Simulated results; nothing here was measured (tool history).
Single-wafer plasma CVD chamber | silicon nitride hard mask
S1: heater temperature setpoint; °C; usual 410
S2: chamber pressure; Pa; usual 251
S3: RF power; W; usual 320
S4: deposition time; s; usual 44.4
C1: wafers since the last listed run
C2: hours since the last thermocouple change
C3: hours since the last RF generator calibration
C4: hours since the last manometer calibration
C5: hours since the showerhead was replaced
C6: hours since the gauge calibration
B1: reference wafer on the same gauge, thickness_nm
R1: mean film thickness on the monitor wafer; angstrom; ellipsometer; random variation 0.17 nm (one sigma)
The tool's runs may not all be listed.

{"run": 1, "hour": 0.0, "S1": 410, "S2": 251, "S3": 320, "S4": 44.4, "C1": 0, "C2": 2576.4, "C3": 1586.3, "C4": 630.5, "C5": 3340.8, "C6": 143.8, "B1": 51.437, "R1": 541.84}
{"run": 2, "hour": 12.8, "S1": 410, "S2": 251, "S3": 320, "S4": 44.4, "C1": 229, "C2": 2589.2, "C3": 1599.1, "C4": 643.3, "C5": 3353.6, "C6": 156.6, "B1": 51.397, "R1": 546.29}
{"run": 3, "hour": 26.5, "S1": 401, "S2": 251, "S3": 320, "S4": 44.4, "C1": 246, "C2": 2602.9, "C3": 1612.8, "C4": 657, "C5": 3367.3, "C6": 170.3, "B1": 51.395, "R1": 545.08}
{"run": 4, "hour": 38.5, "S1": 410, "S2": 251, "S3": 320, "S4": 44.4, "C1": 215, "C2": 2614.9, "C3": 1624.8, "C4": 669, "C5": 3379.3, "C6": 182.3, "B1": 51.414, "R1": 543.24}
{"run": 5, "hour": 50.9, "S1": 410, "S2": 251, "S3": 320, "S4": 44.4, "C1": 222, "C2": 2627.3, "C3": 1637.2, "C4": 681.4, "C5": 3391.7, "C6": 194.7, "B1": 51.409, "R1": 545.13}
{"run": 6, "hour": 63.8, "S1": 410, "S2": 251, "S3": 320, "S4": 44.4, "C1": 231, "C2": 2640.2, "C3": 1650.1, "C4": 694.3, "C5": 3404.6, "C6": 207.6, "B1": 51.365, "R1": 544.92}
{"run": 7, "hour": 75.7, "S1": 410, "S2": 251, "S3": 280, "S4": 44.4, "C1": 213, "C2": 2652.1, "C3": 1662, "C4": 706.2, "C5": 3416.5, "C6": 219.5, "B1": 51.387, "R1": 481.92}
{"run": 8, "hour": 89.1, "S1": 410, "S2": 251, "S3": 280, "S4": 44.4, "C1": 240, "C2": 2665.5, "C3": 1675.4, "C4": 719.6, "C5": 3429.9, "C6": 232.9, "B1": 51.413, "R1": 485.74}
{"run": 9, "hour": 97.6, "S1": 410, "S2": 251, "S3": 280, "S4": 44.4, "C1": 152, "C2": 2674, "C3": 1683.9, "C4": 728.1, "C5": 3438.4, "C6": 241.4, "B1": 51.416, "R1": 483.54}
{"run": 10, "hour": 110.7, "S1": 410, "S2": 251, "S3": 320, "S4": 44.4, "C1": 235, "C2": 2687.1, "C3": 1697, "C4": 741.2, "C5": 3451.5, "C6": 254.5, "B1": 51.426, "R1": 547.26}
{"hour": 126.6, "done": "thermocouple changed; heater temperature recalibrated"}
{"run": 11, "hour": 127.1, "S1": 410, "S2": 251, "S3": 320, "S4": 44.4, "C1": 150, "C2": 0.5, "C3": 1713.4, "C4": 757.6, "C5": 3467.9, "C6": 270.9, "B1": 51.393, "R1": 545.19}
{"hour": 137.2, "done": "gauge calibrated"}
{"hour": 141.2, "done": "RF generator calibrated"}
{"run": 12, "hour": 141.7, "S1": 410, "S2": 251, "S3": 320, "S4": 44.4, "C1": 118, "C2": 15.1, "C3": 0.5, "C4": 772.2, "C5": 3482.5, "C6": 4.5, "B1": 51.398, "R1": 585.58}
{"hour": 167.6, "done": "showerhead replaced"}
{"run": 13, "hour": 172.5, "S1": 410, "S2": 251, "S3": 320, "S4": 44.4, "C1": 409, "C2": 45.9, "C3": 31.3, "C4": 803, "C5": 4.9, "C6": 35.3, "B1": 51.399, "R1": 584.44}
{"run": 14, "hour": 187.3, "S1": 397, "S2": 304, "S3": 345, "S4": 53.1, "C1": 265, "C2": 60.7, "C3": 46.1, "C4": 817.8, "C5": 19.7, "C6": 50.1, "B1": 51.408, "R1": 799.9}
{"run": 15, "hour": 204.0, "S1": 410, "S2": 251, "S3": 320, "S4": 35.7, "C1": 300, "C2": 77.4, "C3": 62.8, "C4": 834.5, "C5": 36.4, "C6": 66.8, "B1": 51.401, "R1": 468.18}
{"run": 16, "hour": 221.4, "S1": 410, "S2": 251, "S3": 320, "S4": 44.4, "C1": 312, "C2": 94.8, "C3": 80.2, "C4": 851.9, "C5": 53.8, "C6": 84.2, "B1": 51.377, "R1": 578.41}
{"run": 17, "hour": 227.4, "S1": 397, "S2": 283, "S3": 270, "S4": 48, "C1": 107, "C2": 100.8, "C3": 86.2, "C4": 857.9, "C5": 59.8, "C6": 90.2, "B1": 51.379, "R1": 571.05}
{"run": 18, "hour": 236.7, "S1": 416, "S2": 269, "S3": 365, "S4": 44.4, "C1": 167, "C2": 110.1, "C3": 95.5, "C4": 867.2, "C5": 69.1, "C6": 99.5, "B1": 51.386, "R1": 665.65}
{"run": 19, "hour": 243.6, "S1": 410, "S2": 251, "S3": 320, "S4": 44.4, "C1": 123, "C2": 117, "C3": 102.4, "C4": 874.1, "C5": 76, "C6": 106.4, "B1": 51.374, "R1": 581.39}
{"run": 20, "hour": 255.8, "S1": 424, "S2": 295, "S3": 320, "S4": 44.4, "C1": 219, "C2": 129.2, "C3": 114.6, "C4": 886.3, "C5": 88.2, "C6": 118.6, "B1": 51.375, "R1": 613.58}
{"run": 21, "hour": 270.1, "S1": 410, "S2": 251, "S3": 265, "S4": 44.4, "C1": 256, "C2": 143.5, "C3": 128.9, "C4": 900.6, "C5": 102.5, "C6": 132.9, "B1": 51.373, "R1": 494.17}
{"run": 22, "hour": 276.7, "S1": 416, "S2": 251, "S3": 380, "S4": 42.2, "C1": 118, "C2": 150.1, "C3": 135.5, "C4": 907.2, "C5": 109.1, "C6": 139.5, "B1": 51.415, "R1": 633.58}
{"run": 23, "hour": 293.9, "S1": 410, "S2": 251, "S3": 320, "S4": 44.4, "C1": 309, "C2": 167.3, "C3": 152.7, "C4": 924.4, "C5": 126.3, "C6": 156.7, "B1": 51.412, "R1": 581.57}
{"hour": 302.5, "done": "capacitance manometer re-zeroed and calibrated"}
{"run": 24, "hour": 311.2, "S1": 402, "S2": 291, "S3": 270, "S4": 44.4, "C1": 167, "C2": 184.6, "C3": 170, "C4": 8.7, "C5": 143.6, "C6": 174, "B1": 51.414, "R1": 520.71}
{"run": 25, "hour": 321.5, "S1": 395, "S2": 199, "S3": 285, "S4": 44.4, "C1": 185, "C2": 194.9, "C3": 180.3, "C4": 19, "C5": 153.9, "C6": 184.3, "B1": 51.424, "R1": 454.99}
{"run": 26, "hour": 337.3, "S1": 410, "S2": 251, "S3": 320, "S4": 44.4, "C1": 283, "C2": 210.7, "C3": 196.1, "C4": 34.8, "C5": 169.7, "C6": 200.1, "B1": 51.37, "R1": 561.41}
{"run": 27, "hour": 352.1, "S1": 395, "S2": 223, "S3": 355, "S4": 44.4, "C1": 265, "C2": 225.5, "C3": 210.9, "C4": 49.6, "C5": 184.5, "C6": 214.9, "B1": 51.364, "R1": 578.07}
{"run": 28, "hour": 358.2, "S1": 410, "S2": 251, "S3": 300, "S4": 44.4, "C1": 109, "C2": 231.6, "C3": 217, "C4": 55.7, "C5": 190.6, "C6": 221, "B1": 51.416, "R1": 532.08}
{"run": 29, "hour": 373.8, "S1": 420, "S2": 251, "S3": 255, "S4": 51.7, "C1": 280, "C2": 247.2, "C3": 232.6, "C4": 71.3, "C5": 206.2, "C6": 236.6, "B1": 51.401, "R1": 528.97}
{"hour": 387.2, "done": "gauge calibrated"}
{"run": 30, "hour": 390.3, "S1": 410, "S2": 251, "S3": 320, "S4": 44.4, "C1": 296, "C2": 263.7, "C3": 249.1, "C4": 87.8, "C5": 222.7, "C6": 3.1, "B1": 51.389, "R1": 561.2}

The same runs without the tool's hidden state, with the same run-to-run variation:
The hidden state here: wafer temperature above the value expected at the setpoint (K); delivered RF power above the setpoint (%); true pressure above the setpoint (%); gauge reads high (%).
run=1 R1=573.99
run=2 R1=578.5
run=3 R1=576.99
run=4 R1=574.84
run=5 R1=576.62
run=6 R1=576.17
run=7 R1=511.56
run=8 R1=515.39
run=9 R1=512.92
run=10 R1=577.75
run=11 R1=575.23
run=12 R1=576.38
run=13 R1=576.6
run=14 R1=792.77
run=15 R1=462.9
run=16 R1=572.51
run=17 R1=567.41
run=18 R1=659.51
run=19 R1=576.22
run=20 R1=611.23
run=21 R1=491.15
run=22 R1=628.11
run=23 R1=577.88
run=24 R1=532.95
run=25 R1=465.82
run=26 R1=574.9
run=27 R1=591.96
run=28 R1=546.29
run=29 R1=544.66
run=30 R1=577.18
